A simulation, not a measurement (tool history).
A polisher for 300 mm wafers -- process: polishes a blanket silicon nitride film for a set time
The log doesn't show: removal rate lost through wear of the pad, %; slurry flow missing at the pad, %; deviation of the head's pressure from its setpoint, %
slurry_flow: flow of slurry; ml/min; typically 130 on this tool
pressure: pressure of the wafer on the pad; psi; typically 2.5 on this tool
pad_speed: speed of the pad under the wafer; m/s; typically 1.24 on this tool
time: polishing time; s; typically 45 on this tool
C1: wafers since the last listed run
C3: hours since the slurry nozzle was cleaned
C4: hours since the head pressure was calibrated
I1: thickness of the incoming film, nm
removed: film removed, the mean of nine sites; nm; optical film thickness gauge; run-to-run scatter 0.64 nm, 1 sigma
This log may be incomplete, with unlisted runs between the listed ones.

run 1 hour=0.0 | slurry_flow=130 pressure=2.1 pad_speed=1.24 time=45 | C1=0 wafers_polished_on_this_pad=475 C3=388.7 C4=992.2 | I1=415.4 | removed=55.4
run 2 hour=14.1 | slurry_flow=130 pressure=2.5 pad_speed=1.24 time=45 | C1=172 wafers_polished_on_this_pad=647 C3=402.8 C4=1006.3 | I1=413.4 | removed=66.3
run 3 hour=26.8 | slurry_flow=130 pressure=2.5 pad_speed=1.24 time=45 | C1=155 wafers_polished_on_this_pad=803 C3=415.5 C4=1019.0 | I1=408.2 | removed=66.3
run 4 hour=47.6 | slurry_flow=130 pressure=2.5 pad_speed=1.24 time=45 | C1=254 wafers_polished_on_this_pad=1058 C3=436.3 C4=1039.8 | I1=410.8 | removed=65.2
run 5 hour=77.1 | slurry_flow=130 pressure=2.3 pad_speed=1.24 time=45 | C1=361 wafers_polished_on_this_pad=1420 C3=465.8 C4=1069.3 | I1=409.0 | removed=61.3
run 6 hour=91.8 | slurry_flow=130 pressure=2.3 pad_speed=1.24 time=45 | C1=180 wafers_polished_on_this_pad=1600 C3=480.5 C4=1084.0 | I1=410.5 | removed=59.8
-- hour=115.9 worn pad replaced by a new one
run 7 hour=116.4 | slurry_flow=130 pressure=2.5 pad_speed=1.24 time=45 | C1=252 wafers_polished_on_this_pad=6 C3=505.1 C4=1108.6 | I1=416.0 | removed=65.2
run 8 hour=143.1 | slurry_flow=130 pressure=2.5 pad_speed=1.24 time=45 | C1=327 wafers_polished_on_this_pad=333 C3=531.8 C4=1135.3 | I1=403.0 | removed=64.9
run 9 hour=175.5 | slurry_flow=130 pressure=2.5 pad_speed=1.24 time=45 | C1=397 wafers_polished_on_this_pad=730 C3=564.2 C4=1167.7 | I1=404.1 | removed=64.8
run 10 hour=203.3 | slurry_flow=130 pressure=2.5 pad_speed=1.24 time=45 | C1=340 wafers_polished_on_this_pad=1071 C3=592.0 C4=1195.5 | I1=411.2 | removed=63.9
run 11 hour=224.5 | slurry_flow=130 pressure=2.5 pad_speed=1.24 time=45 | C1=259 wafers_polished_on_this_pad=1331 C3=613.2 C4=1216.7 | I1=419.5 | removed=64.0
run 12 hour=241.1 | slurry_flow=100 pressure=2.5 pad_speed=1.24 time=45 | C1=203 wafers_polished_on_this_pad=1535 C3=629.8 C4=1233.3 | I1=411.8 | removed=59.4
run 13 hour=254.2 | slurry_flow=130 pressure=2.5 pad_speed=1.24 time=45 | C1=160 wafers_polished_on_this_pad=1695 C3=642.9 C4=1246.4 | I1=411.0 | removed=64.1
-- hour=274.5 worn pad replaced by a new one
run 14 hour=284.7 | slurry_flow=115 pressure=2.5 pad_speed=1.24 time=45 | C1=324 wafers_polished_on_this_pad=125 C3=673.4 C4=1276.9 | I1=415.8 | removed=61.1
run 15 hour=310.7 | slurry_flow=115 pressure=2.5 pad_speed=1.24 time=45 | C1=318 wafers_polished_on_this_pad=444 C3=699.4 C4=1302.9 | I1=410.9 | removed=61.1
run 16 hour=346.6 | slurry_flow=130 pressure=2.5 pad_speed=1.24 time=45 | C1=440 wafers_polished_on_this_pad=884 C3=735.3 C4=1338.8 | I1=406.6 | removed=62.3
-- hour=358.6 slurry nozzle cleaned
run 17 hour=370.6 | slurry_flow=95 pressure=3.1 pad_speed=1.24 time=59 | C1=281 wafers_polished_on_this_pad=1166 C3=12.0 C4=1362.8 | I1=412.9 | removed=99.4
run 18 hour=384.7 | slurry_flow=130 pressure=2.5 pad_speed=1.24 time=45 | C1=172 wafers_polished_on_this_pad=1339 C3=26.1 C4=1376.9 | I1=407.2 | removed=66.8
run 19 hour=410.8 | slurry_flow=130 pressure=2.5 pad_speed=1.66 time=40 | C1=319 wafers_polished_on_this_pad=1658 C3=52.2 C4=1403.0 | I1=415.8 | removed=76.3
-- hour=417.1 worn pad replaced by a new one
-- hour=434.0 head pressure recalibrated
run 20 hour=439.7 | slurry_flow=100 pressure=2.5 pad_speed=1.24 time=45 | C1=280 wafers_polished_on_this_pad=252 C3=81.1 C4=5.7 | I1=408.3 | removed=63.4
run 21 hour=458.5 | slurry_flow=85 pressure=2.8 pad_speed=1.04 time=34 | C1=230 wafers_polished_on_this_pad=482 C3=99.9 C4=24.5 | I1=409.6 | removed=44.9
run 22 hour=483.5 | slurry_flow=130 pressure=3.2 pad_speed=1.24 time=45 | C1=306 wafers_polished_on_this_pad=789 C3=124.9 C4=49.5 | I1=410.5 | removed=85.8
run 23 hour=502.8 | slurry_flow=130 pressure=2.5 pad_speed=1.24 time=45 | C1=236 wafers_polished_on_this_pad=1025 C3=144.2 C4=68.8 | I1=402.2 | removed=66.7
run 24 hour=528.4 | slurry_flow=130 pressure=2.5 pad_speed=1.24 time=45 | C1=313 wafers_polished_on_this_pad=1339 C3=169.8 C4=94.4 | I1=403.9 | removed=66.3
-- hour=577.7 worn pad replaced by a new one
run 25 hour=632.7 | slurry_flow=130 pressure=2.5 pad_speed=1.24 time=45 | C1=1229 wafers_polished_on_this_pad=673 C3=274.1 C4=198.7 | I1=408.7 | removed=66.3
run 26 hour=666.8 | slurry_flow=130 pressure=2.5 pad_speed=1.08 time=55 | C1=418 wafers_polished_on_this_pad=1091 C3=308.2 C4=232.8 | I1=417.8 | removed=71.8
run 27 hour=689.1 | slurry_flow=90 pressure=1.8 pad_speed=1.24 time=45 | C1=273 wafers_polished_on_this_pad=1365 C3=330.5 C4=255.1 | I1=412.5 | removed=44.0
run 28 hour=717.2 | slurry_flow=130 pressure=2.5 pad_speed=1.24 time=45 | C1=344 wafers_polished_on_this_pad=1709 C3=358.6 C4=283.2 | I1=410.1 | removed=65.7
run 29 hour=730.4 | slurry_flow=150 pressure=2.5 pad_speed=1.24 time=45 | C1=161 wafers_polished_on_this_pad=1871 C3=371.8 C4=296.4 | I1=404.9 | removed=68.2
-- hour=734.7 worn pad replaced by a new one
run 30 hour=757.5 | slurry_flow=155 pressure=1.9 pad_speed=1.24 time=32 | C1=283 wafers_polished_on_this_pad=280 C3=398.9 C4=323.5 | I1=406.4 | removed=36.8

Expected results for the next run?
run 31 hour=771.9 | slurry_flow=90 pressure=2.1 pad_speed=1.40 time=57 | C1=176 wafers_polished_on_this_pad=456 C3=413.3 C4=337.9 | I1=410.6 | removed=?

removed: 68.9 nm
Had the tool carried no hidden state, the very same run would have given removed 71.8 nm.

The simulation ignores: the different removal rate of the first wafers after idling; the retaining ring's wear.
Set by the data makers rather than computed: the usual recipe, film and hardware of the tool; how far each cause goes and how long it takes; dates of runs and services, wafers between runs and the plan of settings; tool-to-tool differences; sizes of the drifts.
